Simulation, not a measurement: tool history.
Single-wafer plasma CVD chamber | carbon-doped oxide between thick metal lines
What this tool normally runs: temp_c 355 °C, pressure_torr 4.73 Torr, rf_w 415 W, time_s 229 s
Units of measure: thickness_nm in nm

run	hour	temp_c	pressure_torr	rf_w	time_s	read-back reference wafer on the same gauge, thickness_nm	thickness_nm
1	0.0	355	4.73	415	229	801.137	994.098
2	38.0	355	4.73	415	229	802.685	990.268
# hour 111.5: RF generator calibrated
3	192.6	355	4.73	415	229	801.346	993.001
4	273.1	355	4.73	415	229	800.666	998.679
5	324.5	355	3.84	450	229	801.829	1009.495
# hour 554.0: gauge calibrated
6	635.7	355	5.38	415	241	827.699	1121.843
7	726.8	355	5.38	415	241	823.914	1110.233
8	830.2	355	4.73	380	208	824.759	867.126
# hour 933.8: capacitance manometer re-zeroed and calibrated
9	934.3	355	4.73	415	229	820.838	1024.437
10	1007.1	355	4.73	415	229	820.420	1022.976
11	1067.3	355	4.73	440	271	818.110	1251.039
12	1105.6	363	4.37	395	190	818.599	790.337
13	1170.4	355	5.53	455	200	816.142	970.565
14	1239.4	348	5.88	465	184	815.187	924.426
15	1300.1	355	4.73	415	229	816.023	1014.375
16	1343.1	355	3.59	450	229	813.834	1013.165
17	1440.3	355	4.73	435	229	813.167	1039.250
18	1499.7	367	4.04	485	252	812.459	1164.021
# hour 1562.6: showerhead replaced
19	1591.9	367	4.38	340	229	810.285	852.021
20	1688.8	355	4.73	415	229	811.819	1006.431
# hour 1756.9: thermocouple changed; heater temperature recalibrated
21	1780.4	342	4.73	415	242	808.201	1105.320
# hour 1949.7: RF generator calibrated
22	2071.0	355	4.73	415	229	807.184	1009.691
23	2165.2	355	4.73	390	268	805.141	1130.148
24	2256.4	355	4.73	415	264	804.607	1149.167
25	2337.4	369	4.73	345	205	804.192	771.967
# hour 2410.7: capacitance manometer re-zeroed and calibrated
26	2437.9	355	4.73	415	255	803.733	1119.543
27	2582.6	355	4.73	415	229	804.474	996.424

Some steps in thickness_nm, run to run, broken into two amounts with sign: the step expected even without the hidden condition (settings, incoming material, random variation), and the rest, left for the hidden condition together with whatever gauge scatter is not in both the measured and the hidden-condition-free result:
What the log doesn't record here: wafer temperature above the value expected at the setpoint (K); delivered RF power above the setpoint (%); true pressure above the setpoint (%); gauge reads high (%).
Run 5 -> 6: pressure_torr 3.84 -> 5.38, rf_w 450 -> 415, time_s 229 -> 241, gauge calibrated. thickness_nm +112.348 nm: hidden state +34.320, all else +78.028.
Run 11 -> 12: temp_c 355 -> 363, pressure_torr 4.73 -> 4.37, rf_w 440 -> 395, time_s 271 -> 190. thickness_nm -460.702 nm: hidden state +5.826, all else -466.528.
Run 24 -> 25: temp_c 355 -> 369, rf_w 415 -> 345, time_s 264 -> 205. thickness_nm -377.200 nm: hidden state +11.111, all else -388.311.
Run 25 -> 26: temp_c 369 -> 355, rf_w 345 -> 415, time_s 205 -> 255, capacitance manometer re-zeroed and calibrated. thickness_nm +347.576 nm: hidden state -11.676, all else +359.252.
